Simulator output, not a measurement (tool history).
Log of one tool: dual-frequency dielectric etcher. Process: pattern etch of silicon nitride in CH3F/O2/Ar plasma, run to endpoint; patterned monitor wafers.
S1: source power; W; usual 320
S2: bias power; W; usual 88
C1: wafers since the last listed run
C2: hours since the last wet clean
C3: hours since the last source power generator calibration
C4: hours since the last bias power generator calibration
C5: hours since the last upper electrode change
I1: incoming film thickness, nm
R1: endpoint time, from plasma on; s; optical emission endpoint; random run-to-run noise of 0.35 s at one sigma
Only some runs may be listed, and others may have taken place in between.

| run | day | S1 | S2 | C1 | C2 | C3 | C4 | C5 | I1 | R1 |
|---|---|---|---|---|---|---|---|---|---|---|
| 1 | 0.000 | 320 | 88 | 0 | 465.1 | 2916.8 | 4896.9 | 3153.2 | 29.37 | 37.5 |
| 2 | 2.446 | 320 | 88 | 514 | 523.8 | 2975.5 | 4955.6 | 3211.9 | 29.26 | 36.7 |
| 3 | 3.621 | 320 | 88 | 247 | 552.0 | 3003.7 | 4983.8 | 3240.1 | 29.00 | 37.2 |
|  | 5.121 | wet clean of the chamber |
| 4 | 6.367 | 270 | 88 | 367 | 29.9 | 3069.6 | 5049.7 | 3306.0 | 29.28 | 41.6 |
| 5 | 8.708 | 320 | 88 | 492 | 86.1 | 3125.8 | 5105.9 | 3362.2 | 29.21 | 39.5 |
| 6 | 11.075 | 320 | 88 | 498 | 142.9 | 3182.6 | 5162.7 | 3419.0 | 29.32 | 39.8 |
| 7 | 12.538 | 320 | 88 | 307 | 178.0 | 3217.7 | 5197.8 | 3454.1 | 29.31 | 38.8 |
| 8 | 14.238 | 320 | 88 | 357 | 218.8 | 3258.5 | 5238.6 | 3494.9 | 29.02 | 39.1 |
|  | 16.625 | bias power generator calibrated |
|  | 17.142 | upper electrode replaced, of another model than before |
| 9 | 17.200 | 320 | 88 | 480 | 289.9 | 3329.6 | 13.8 | 1.4 | 29.50 | 39.2 |
| 10 | 19.717 | 320 | 88 | 529 | 350.3 | 3390.0 | 74.2 | 61.8 | 28.93 | 37.6 |
|  | 20.671 | source power generator calibrated |
| 11 | 21.046 | 350 | 101 | 244 | 382.2 | 9.0 | 106.1 | 93.7 | 29.28 | 34.7 |
| 12 | 22.629 | 250 | 88 | 333 | 420.2 | 47.0 | 144.1 | 131.7 | 29.09 | 39.6 |
| 13 | 23.700 | 320 | 96 | 225 | 445.9 | 72.7 | 169.8 | 157.4 | 29.53 | 36.6 |
| 14 | 26.538 | 380 | 88 | 597 | 514.0 | 140.8 | 237.9 | 225.5 | 29.22 | 36.4 |
|  | 28.204 | wet clean of the chamber |
| 15 | 28.225 | 250 | 101 | 144 | 0.5 | 181.3 | 278.4 | 266.0 | 29.07 | 37.9 |
| 16 | 29.429 | 320 | 88 | 253 | 29.4 | 210.2 | 307.3 | 294.9 | 29.04 | 38.6 |
| 17 | 31.592 | 280 | 73 | 455 | 81.3 | 262.1 | 359.2 | 346.8 | 29.24 | 45.1 |
| 18 | 33.338 | 250 | 80 | 367 | 123.2 | 304.0 | 401.1 | 388.7 | 29.50 | 43.4 |
| 19 | 35.908 | 390 | 100 | 541 | 184.9 | 365.7 | 462.8 | 450.4 | 29.24 | 34.3 |
| 20 | 37.829 | 270 | 82 | 404 | 231.0 | 411.8 | 508.9 | 496.5 | 29.45 | 41.8 |
| 21 | 39.388 | 320 | 88 | 328 | 268.4 | 449.2 | 546.3 | 533.9 | 29.29 | 37.9 |

3 ways to go on from here, each from the tool as it stands after run 21. What would each give?
| A | 39.404 | 320 | 88 | 3 | 268.8 | 449.6 | 546.7 | 534.3 | 29.39 | ? |
| B | 39.404 | 390 | 81 | 3 | 268.8 | 449.6 | 546.7 | 534.3 | 29.39 | ? |
| C | 39.404 | 290 | 97 | 3 | 268.8 | 449.6 | 546.7 | 534.3 | 29.39 | ? |

| run | R1 |
|---|---|
| A | 38.6 |
| B | 38.4 |
| C | 37.4 |
Had the tool no hidden state, the same runs would have come out as:
| run | R1 |
|---|---|
| A | 39.6 |
| B | 39.5 |
| C | 38.4 |
